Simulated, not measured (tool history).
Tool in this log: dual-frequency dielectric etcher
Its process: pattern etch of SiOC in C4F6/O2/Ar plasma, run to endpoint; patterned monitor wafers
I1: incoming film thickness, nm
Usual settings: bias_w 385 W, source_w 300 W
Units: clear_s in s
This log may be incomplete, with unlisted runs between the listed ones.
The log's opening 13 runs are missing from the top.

run 14 hour=385.4 | bias_w=364 source_w=300 | I1=38.06 | clear_s=17.4
-- hour=402.7 bias power generator calibrated
run 15 hour=405.5 | bias_w=385 source_w=300 | I1=37.6 | clear_s=16.6
run 16 hour=418.6 | bias_w=415 source_w=340 | I1=37.96 | clear_s=14.5
run 17 hour=445.2 | bias_w=385 source_w=300 | I1=37.86 | clear_s=16.8
run 18 hour=463.5 | bias_w=311 source_w=320 | I1=38.13 | clear_s=17.7
run 19 hour=489.8 | bias_w=471 source_w=350 | I1=37.74 | clear_s=13.1
-- hour=528.4 wet clean of the chamber
run 20 hour=528.9 | bias_w=470 source_w=340 | I1=37.96 | clear_s=13.8
run 21 hour=536.6 | bias_w=385 source_w=250 | I1=37.97 | clear_s=20.8
run 22 hour=562.8 | bias_w=385 source_w=300 | I1=37.98 | clear_s=17.1
run 23 hour=590.2 | bias_w=321 source_w=300 | I1=38.11 | clear_s=18.8
run 24 hour=626 | bias_w=437 source_w=270 | I1=37.69 | clear_s=17.6
run 25 hour=640.2 | bias_w=385 source_w=240 | I1=38.07 | clear_s=22.1
run 26 hour=655.4 | bias_w=412 source_w=340 | I1=38.06 | clear_s=14.7
run 27 hour=682.8 | bias_w=424 source_w=320 | I1=38.06 | clear_s=15.1
run 28 hour=713.4 | bias_w=328 source_w=300 | I1=37.88 | clear_s=18.4
run 29 hour=737.3 | bias_w=473 source_w=300 | I1=38.1 | clear_s=15.3
run 30 hour=770.3 | bias_w=415 source_w=350 | I1=38.1 | clear_s=14.3
run 31 hour=788.1 | bias_w=385 source_w=230 | I1=37.84 | clear_s=23.9
run 32 hour=807.9 | bias_w=385 source_w=300 | I1=37.94 | clear_s=16.8
run 33 hour=823.3 | bias_w=300 source_w=300 | I1=37.74 | clear_s=19.1
run 34 hour=857.5 | bias_w=420 source_w=240 | I1=37.74 | clear_s=20.8

Each row is a separate what-if for the run after 34, all from the same tool condition, not one after another. Results?
run A hour=857.9 | bias_w=385 source_w=300 | I1=37.92 | clear_s=?
run B hour=857.9 | bias_w=361 source_w=230 | I1=37.92 | clear_s=?
run C hour=857.9 | bias_w=325 source_w=300 | I1=37.92 | clear_s=?
run D hour=857.9 | bias_w=442 source_w=370 | I1=37.92 | clear_s=?
run E hour=857.9 | bias_w=335 source_w=260 | I1=37.92 | clear_s=?

run=A clear_s=16.7
run=B clear_s=24.5
run=C clear_s=18.2
run=D clear_s=13
run=E clear_s=21
Take away the tool's hidden state, keep each run's random variation, and the runs would have read:
run=A clear_s=16.9
run=B clear_s=24.9
run=C clear_s=18.5
run=D clear_s=13.2
run=E clear_s=21.3
